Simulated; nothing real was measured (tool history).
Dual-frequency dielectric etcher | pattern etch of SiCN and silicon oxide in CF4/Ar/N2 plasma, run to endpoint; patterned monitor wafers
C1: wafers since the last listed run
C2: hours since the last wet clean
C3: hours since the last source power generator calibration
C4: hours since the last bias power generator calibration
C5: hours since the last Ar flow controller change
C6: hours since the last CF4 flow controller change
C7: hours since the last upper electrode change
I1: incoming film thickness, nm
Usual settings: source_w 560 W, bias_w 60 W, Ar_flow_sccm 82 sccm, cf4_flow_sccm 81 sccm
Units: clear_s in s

{"run": 1, "day": 0.0, "source_w": 560, "bias_w": 60, "Ar_flow_sccm": 82, "cf4_flow_sccm": 81, "C1": 0, "C2": 113.3, "C3": 111.8, "C4": 3689.2, "C5": 0.5, "C6": 1516.7, "C7": 88.1, "I1": 17.92, "clear_s": 15.6}
{"run": 2, "day": 0.288, "source_w": 560, "bias_w": 60, "Ar_flow_sccm": 82, "cf4_flow_sccm": 68, "C1": 106, "C2": 120.2, "C3": 118.7, "C4": 3696.1, "C5": 7.4, "C6": 1523.6, "C7": 95.0, "I1": 17.93, "clear_s": 15.8}
{"run": 3, "day": 3.85, "source_w": 560, "bias_w": 60, "Ar_flow_sccm": 82, "cf4_flow_sccm": 81, "C1": 1318, "C2": 205.7, "C3": 204.2, "C4": 3781.6, "C5": 92.9, "C6": 1609.1, "C7": 180.5, "I1": 17.73, "clear_s": 15.5}
{"run": 4, "day": 4.892, "source_w": 560, "bias_w": 60, "Ar_flow_sccm": 82, "cf4_flow_sccm": 81, "C1": 385, "C2": 230.7, "C3": 229.2, "C4": 3806.6, "C5": 117.9, "C6": 1634.1, "C7": 205.5, "I1": 17.88, "clear_s": 15.5}
{"run": 5, "day": 5.417, "source_w": 600, "bias_w": 52, "Ar_flow_sccm": 71, "cf4_flow_sccm": 81, "C1": 194, "C2": 243.3, "C3": 241.8, "C4": 3819.2, "C5": 130.5, "C6": 1646.7, "C7": 218.1, "I1": 17.65, "clear_s": 14.8}
{"run": 6, "day": 6.512, "source_w": 560, "bias_w": 60, "Ar_flow_sccm": 82, "cf4_flow_sccm": 81, "C1": 405, "C2": 269.6, "C3": 268.1, "C4": 3845.5, "C5": 156.8, "C6": 1673.0, "C7": 244.4, "I1": 17.83, "clear_s": 15.7}
{"run": 7, "day": 7.338, "source_w": 500, "bias_w": 73, "Ar_flow_sccm": 95, "cf4_flow_sccm": 100, "C1": 305, "C2": 289.4, "C3": 287.9, "C4": 3865.3, "C5": 176.6, "C6": 1692.8, "C7": 264.2, "I1": 18.01, "clear_s": 16.2}
{"run": 8, "day": 8.788, "source_w": 560, "bias_w": 50, "Ar_flow_sccm": 82, "cf4_flow_sccm": 81, "C1": 536, "C2": 324.2, "C3": 322.7, "C4": 3900.1, "C5": 211.4, "C6": 1727.6, "C7": 299.0, "I1": 18.13, "clear_s": 16.5}
{"run": 9, "day": 10.188, "source_w": 560, "bias_w": 67, "Ar_flow_sccm": 82, "cf4_flow_sccm": 81, "C1": 518, "C2": 357.8, "C3": 356.3, "C4": 3933.7, "C5": 245.0, "C6": 1761.2, "C7": 332.6, "I1": 17.83, "clear_s": 15.1}
{"run": 10, "day": 11.133, "source_w": 670, "bias_w": 60, "Ar_flow_sccm": 94, "cf4_flow_sccm": 81, "C1": 350, "C2": 380.5, "C3": 379.0, "C4": 3956.4, "C5": 267.7, "C6": 1783.9, "C7": 355.3, "I1": 18.03, "clear_s": 14.1}
{"day": 13.308, "done": "wet clean of the chamber"}
{"day": 14.196, "done": "bias power generator calibrated"}
{"run": 11, "day": 14.742, "source_w": 500, "bias_w": 68, "Ar_flow_sccm": 82, "cf4_flow_sccm": 68, "C1": 903, "C2": 34.4, "C3": 465.6, "C4": 13.1, "C5": 354.3, "C6": 1870.5, "C7": 441.9, "I1": 18.03, "clear_s": 16.9}
{"run": 12, "day": 15.725, "source_w": 670, "bias_w": 69, "Ar_flow_sccm": 82, "cf4_flow_sccm": 81, "C1": 364, "C2": 58.0, "C3": 489.2, "C4": 36.7, "C5": 377.9, "C6": 1894.1, "C7": 465.5, "I1": 17.94, "clear_s": 13.2}
{"run": 13, "day": 16.608, "source_w": 560, "bias_w": 54, "Ar_flow_sccm": 82, "cf4_flow_sccm": 81, "C1": 327, "C2": 79.2, "C3": 510.4, "C4": 57.9, "C5": 399.1, "C6": 1915.3, "C7": 486.7, "I1": 18.01, "clear_s": 16.1}
{"run": 14, "day": 17.146, "source_w": 560, "bias_w": 60, "Ar_flow_sccm": 82, "cf4_flow_sccm": 70, "C1": 199, "C2": 92.1, "C3": 523.3, "C4": 70.8, "C5": 412.0, "C6": 1928.2, "C7": 499.6, "I1": 17.96, "clear_s": 16.0}
{"day": 17.425, "done": "CF4 flow controller replaced"}
{"run": 15, "day": 18.125, "source_w": 560, "bias_w": 56, "Ar_flow_sccm": 64, "cf4_flow_sccm": 81, "C1": 269, "C2": 115.6, "C3": 546.8, "C4": 94.3, "C5": 435.5, "C6": 16.8, "C7": 523.1, "I1": 18.01, "clear_s": 15.5}
{"run": 16, "day": 21.671, "source_w": 610, "bias_w": 60, "Ar_flow_sccm": 82, "cf4_flow_sccm": 81, "C1": 1312, "C2": 200.7, "C3": 631.9, "C4": 179.4, "C5": 520.6, "C6": 101.9, "C7": 608.2, "I1": 17.85, "clear_s": 14.7}
{"run": 17, "day": 22.454, "source_w": 560, "bias_w": 65, "Ar_flow_sccm": 82, "cf4_flow_sccm": 97, "C1": 290, "C2": 219.5, "C3": 650.7, "C4": 198.2, "C5": 539.4, "C6": 120.7, "C7": 627.0, "I1": 18.05, "clear_s": 15.1}
{"run": 18, "day": 23.2, "source_w": 440, "bias_w": 60, "Ar_flow_sccm": 82, "cf4_flow_sccm": 90, "C1": 276, "C2": 237.4, "C3": 668.6, "C4": 216.1, "C5": 557.3, "C6": 138.6, "C7": 644.9, "I1": 18.12, "clear_s": 18.7}
{"run": 19, "day": 24.425, "source_w": 560, "bias_w": 50, "Ar_flow_sccm": 82, "cf4_flow_sccm": 81, "C1": 453, "C2": 266.8, "C3": 698.0, "C4": 245.5, "C5": 586.7, "C6": 168.0, "C7": 674.3, "I1": 17.78, "clear_s": 16.2}
{"run": 20, "day": 25.138, "source_w": 620, "bias_w": 71, "Ar_flow_sccm": 82, "cf4_flow_sccm": 74, "C1": 263, "C2": 283.9, "C3": 715.1, "C4": 262.6, "C5": 603.8, "C6": 185.1, "C7": 691.4, "I1": 18.1, "clear_s": 14.1}
{"run": 21, "day": 26.454, "source_w": 560, "bias_w": 53, "Ar_flow_sccm": 82, "cf4_flow_sccm": 62, "C1": 487, "C2": 315.5, "C3": 746.7, "C4": 294.2, "C5": 635.4, "C6": 216.7, "C7": 723.0, "I1": 17.72, "clear_s": 16.4}
{"run": 22, "day": 27.796, "source_w": 560, "bias_w": 67, "Ar_flow_sccm": 63, "cf4_flow_sccm": 81, "C1": 496, "C2": 347.7, "C3": 778.9, "C4": 326.4, "C5": 667.6, "C6": 248.9, "C7": 755.2, "I1": 17.79, "clear_s": 14.5}
{"run": 23, "day": 28.375, "source_w": 560, "bias_w": 60, "Ar_flow_sccm": 74, "cf4_flow_sccm": 81, "C1": 214, "C2": 361.6, "C3": 792.8, "C4": 340.3, "C5": 681.5, "C6": 262.8, "C7": 769.1, "I1": 17.73, "clear_s": 15.3}

5 ways to go on from here, each from the tool as it stands after run 23. What would each give?
{"run": "A", "day": 28.392, "source_w": 560, "bias_w": 60, "Ar_flow_sccm": 82, "cf4_flow_sccm": 81, "C1": 6, "C2": 362.0, "C3": 793.2, "C4": 340.7, "C5": 681.9, "C6": 263.2, "C7": 769.5, "I1": 17.92, "clear_s": "?"}
{"run": "B", "day": 28.392, "source_w": 460, "bias_w": 71, "Ar_flow_sccm": 67, "cf4_flow_sccm": 81, "C1": 6, "C2": 362.0, "C3": 793.2, "C4": 340.7, "C5": 681.9, "C6": 263.2, "C7": 769.5, "I1": 17.92, "clear_s": "?"}
{"run": "C", "day": 28.392, "source_w": 670, "bias_w": 60, "Ar_flow_sccm": 87, "cf4_flow_sccm": 72, "C1": 6, "C2": 362.0, "C3": 793.2, "C4": 340.7, "C5": 681.9, "C6": 263.2, "C7": 769.5, "I1": 17.92, "clear_s": "?"}
{"run": "D", "day": 28.392, "source_w": 500, "bias_w": 60, "Ar_flow_sccm": 82, "cf4_flow_sccm": 94, "C1": 6, "C2": 362.0, "C3": 793.2, "C4": 340.7, "C5": 681.9, "C6": 263.2, "C7": 769.5, "I1": 17.92, "clear_s": "?"}
{"run": "E", "day": 28.392, "source_w": 440, "bias_w": 60, "Ar_flow_sccm": 96, "cf4_flow_sccm": 81, "C1": 6, "C2": 362.0, "C3": 793.2, "C4": 340.7, "C5": 681.9, "C6": 263.2, "C7": 769.5, "I1": 17.92, "clear_s": "?"}

run=A clear_s=15.6
run=B clear_s=16.8
run=C clear_s=13.9
run=D clear_s=16.7
run=E clear_s=19.1
Without the tool's hidden state the same runs would have given:
run=A clear_s=15.6
run=B clear_s=16.8
run=C clear_s=13.9
run=D clear_s=16.7
run=E clear_s=19.1
